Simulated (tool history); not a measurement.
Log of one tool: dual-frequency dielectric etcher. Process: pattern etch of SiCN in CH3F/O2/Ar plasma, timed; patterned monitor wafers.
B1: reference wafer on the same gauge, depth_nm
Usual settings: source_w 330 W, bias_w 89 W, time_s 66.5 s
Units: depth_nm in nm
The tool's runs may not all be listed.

Run 1, hour 0.0: usual settings but bias_w 80 W; B1 21.83. Result: depth_nm 22.57 nm.
At hour 47.5: wet clean of the chamber.
Run 2, hour 48.0: usual settings; B1 21.80. Result: depth_nm 23.91 nm.
Run 3, hour 88.6: usual settings; B1 21.79. Result: depth_nm 23.58 nm.
Run 4, hour 148.4: usual settings; B1 21.80. Result: depth_nm 23.77 nm.
Run 5, hour 216.1: usual settings; B1 21.80. Result: depth_nm 23.53 nm.
Run 6, hour 265.6: usual settings; B1 21.79. Result: depth_nm 23.92 nm.
At hour 388.6: wet clean of the chamber.
Run 7, hour 435.9: usual settings but time_s 76.5 s; B1 21.81. Result: depth_nm 27.34 nm.
Run 8, hour 504.4: usual settings but time_s 76.5 s; B1 21.80. Result: depth_nm 27.12 nm.
Run 9, hour 536.7: usual settings but time_s 76.5 s; B1 21.80. Result: depth_nm 26.99 nm.
Run 10, hour 578.1: usual settings but bias_w 103 W; B1 21.84. Result: depth_nm 24.91 nm.
Run 11, hour 639.6: usual settings but bias_w 99 W; B1 21.82. Result: depth_nm 24.30 nm.
At hour 697.1: wet clean of the chamber.
Run 12, hour 697.6: usual settings but bias_w 99 W; B1 21.80. Result: depth_nm 24.43 nm.
Run 13, hour 741.8: usual settings but bias_w 81 W; B1 21.81. Result: depth_nm 22.78 nm.
Run 14, hour 766.5: usual settings but source_w 380 W, bias_w 68 W, time_s 54.5 s; B1 21.79. Result: depth_nm 18.27 nm.
Run 15, hour 825.9: usual settings; B1 21.81. Result: depth_nm 23.62 nm.
Run 16, hour 869.7: usual settings; B1 21.80. Result: depth_nm 23.50 nm.
Run 17, hour 895.2: usual settings but source_w 300 W, bias_w 111 W; B1 21.79. Result: depth_nm 24.99 nm.
Run 18, hour 924.9: usual settings but source_w 380 W, time_s 47.5 s; B1 21.82. Result: depth_nm 17.61 nm.
Run 19, hour 955.1: usual settings but time_s 77.5 s; B1 21.81. Result: depth_nm 27.64 nm.
At hour 1017.1: gauge calibrated.
At hour 1031.9: wet clean of the chamber.
Run 20, hour 1032.4: usual settings but source_w 350 W; B1 21.80. Result: depth_nm 24.22 nm.
At hour 1089.5: upper electrode replaced.
Run 21, hour 1090.0: usual settings; B1 21.79. Result: depth_nm 23.40 nm.
At hour 1118.9: source power generator calibrated.
Run 22, hour 1122.7: usual settings but source_w 300 W, bias_w 95 W, time_s 50.5 s; B1 21.78. Result: depth_nm 17.82 nm.
Run 23, hour 1173.4: usual settings but source_w 260 W, bias_w 83 W; B1 21.82. Result: depth_nm 21.51 nm.
At hour 1198.3: bias power generator calibrated.
Run 24, hour 1359.8: usual settings but source_w 300 W, bias_w 103 W, time_s 80.5 s; B1 21.80. Result: depth_nm 29.42 nm.
At hour 1411.5: wet clean of the chamber.
Run 25, hour 1412.0: usual settings; B1 21.79. Result: depth_nm 23.70 nm.
Run 26, hour 1467.3: usual settings but time_s 80.5 s; B1 21.80. Result: depth_nm 28.37 nm.
Run 27, hour 1505.1: usual settings; B1 21.80. Result: depth_nm 23.74 nm.

Forecast each of these 4 alternatives for the next run:
Run A, hour 1505.5: usual settings but bias_w 78 W; B1 ?. Result: depth_nm ?.
Run B, hour 1505.5: usual settings but source_w 270 W, bias_w 73 W; B1 ?. Result: depth_nm ?.
Run C, hour 1505.5: usual settings but bias_w 103 W, time_s 73.0 s; B1 ?. Result: depth_nm ?.
Run D, hour 1505.5: usual settings but source_w 300 W; B1 ?. Result: depth_nm ?.

run     B1  depth_nm
  A  21.79     22.26
  B  21.79     20.55
  C  21.79     27.04
  D  21.79     22.72
Without the tool's hidden state the same runs would have given:
run  depth_nm
  A     22.26
  B     20.55
  C     27.04
  D     22.72
